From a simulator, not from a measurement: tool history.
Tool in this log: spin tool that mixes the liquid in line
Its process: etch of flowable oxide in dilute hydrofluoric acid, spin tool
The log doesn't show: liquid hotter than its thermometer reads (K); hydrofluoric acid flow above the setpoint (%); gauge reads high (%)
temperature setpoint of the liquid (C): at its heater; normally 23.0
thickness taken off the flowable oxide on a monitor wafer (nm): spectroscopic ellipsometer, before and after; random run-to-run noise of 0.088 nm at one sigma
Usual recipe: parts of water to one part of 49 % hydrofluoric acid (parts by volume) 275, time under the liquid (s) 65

run	hour	temperature setpoint of the liquid (C)	parts of water to one part of 49 % hydrofluoric acid (parts by volume)	time under the liquid (s)	wafers since the last listed run	hours since the thermometer was replaced	hours since the hydrofluoric acid flow meter was replaced	hours since the gauge calibration	read-back film thickness of the flowable oxide reference wafer, read on the same gauge (nm)	thickness taken off the flowable oxide on a monitor wafer (nm)
1	0.0	23.0	275	65	0	593.3	2045.1	450.2	149.98	10.20
# hour 21.6: hydrofluoric acid flow meter replaced
2	27.9	23.0	275	65	204	621.2	6.3	478.1	149.98	10.84
3	61.4	23.0	345	65	254	654.7	39.8	511.6	149.99	8.38
4	81.9	23.0	345	65	155	675.2	60.3	532.1	150.01	8.17
5	96.0	23.0	275	65	107	689.3	74.4	546.2	149.98	11.03
6	122.7	23.0	275	65	202	716.0	101.1	572.9	150.00	10.95
7	149.3	23.0	275	65	201	742.6	127.7	599.5	150.02	11.16
# hour 180.4: gauge calibrated
8	183.0	23.0	275	65	255	776.3	161.4	2.6	150.00	11.07
# hour 191.3: thermometer replaced
9	202.5	23.0	275	65	140	11.2	180.9	22.1	150.00	10.93
# hour 217.5: hydrofluoric acid flow meter replaced, repeated, since the last time left the tool worse
10	226.1	24.5	275	65	171	34.8	8.6	45.7	149.99	9.88
11	252.9	23.0	275	50	203	61.6	35.4	72.5	150.02	7.11
12	269.1	23.0	325	65	122	77.8	51.6	88.7	150.01	7.44
13	291.4	23.0	275	65	169	100.1	73.9	111.0	150.01	9.43
14	316.6	24.5	225	85	191	125.3	99.1	136.2	150.02	16.24
15	345.4	23.0	275	65	218	154.1	127.9	165.0	150.03	9.23
16	359.8	23.0	275	65	109	168.5	142.3	179.4	150.00	9.43
17	376.4	20.0	315	65	126	185.1	158.9	196.0	150.00	7.10
18	388.4	23.0	335	65	91	197.1	170.9	208.0	150.01	7.15
19	400.9	20.0	190	85	94	209.6	183.4	220.5	150.00	17.22
20	421.0	23.0	330	35	152	229.7	203.5	240.6	150.04	3.96
21	440.9	23.0	275	75	151	249.6	223.4	260.5	149.96	10.68
22	474.1	23.0	385	35	252	282.8	256.6	293.7	150.01	3.31
23	494.5	27.5	350	100	154	303.2	277.0	314.1	149.98	12.24
24	519.7	23.0	275	65	191	328.4	302.2	339.3	150.00	9.50
25	539.5	23.0	275	65	150	348.2	322.0	359.1	149.98	9.37
26	564.1	23.0	275	65	186	372.8	346.6	383.7	149.99	9.40
27	595.4	23.0	275	65	237	404.1	377.9	415.0	150.01	9.48
28	607.9	23.0	275	65	94	416.6	390.4	427.5	150.00	9.29
29	640.9	27.0	230	25	250	449.6	423.4	460.5	150.02	5.25
30	674.5	19.5	360	65	255	483.2	457.0	494.1	149.98	5.91
31	697.0	23.0	235	50	170	505.7	479.5	516.6	150.01	8.92
32	713.0	28.0	275	65	121	521.7	495.5	532.6	149.96	11.26
33	725.5	23.0	145	90	94	534.2	508.0	545.1	149.97	28.94

Branching from run 33: 5 alternative next runs. What would each branch give?
A	725.9	18.5	275	65	3	534.6	508.4	545.5	?	?
B	725.9	20.5	145	85	3	534.6	508.4	545.5	?	?
C	725.9	25.5	235	100	3	534.6	508.4	545.5	?	?
D	725.9	19.0	360	90	3	534.6	508.4	545.5	?	?
E	725.9	23.0	275	80	3	534.6	508.4	545.5	?	?

run	read-back film thickness of the flowable oxide reference wafer, read on the same gauge (nm)	thickness taken off the flowable oxide on a monitor wafer (nm)
A	149.98	8.06
B	149.98	24.43
C	149.98	19.50
D	149.98	8.09
E	149.98	11.71
The same runs, with their run-to-run variation unchanged, on a tool lacking any hidden condition would have given:
run	thickness taken off the flowable oxide on a monitor wafer (nm)
A	7.80
B	23.68
C	18.85
D	7.81
E	11.32
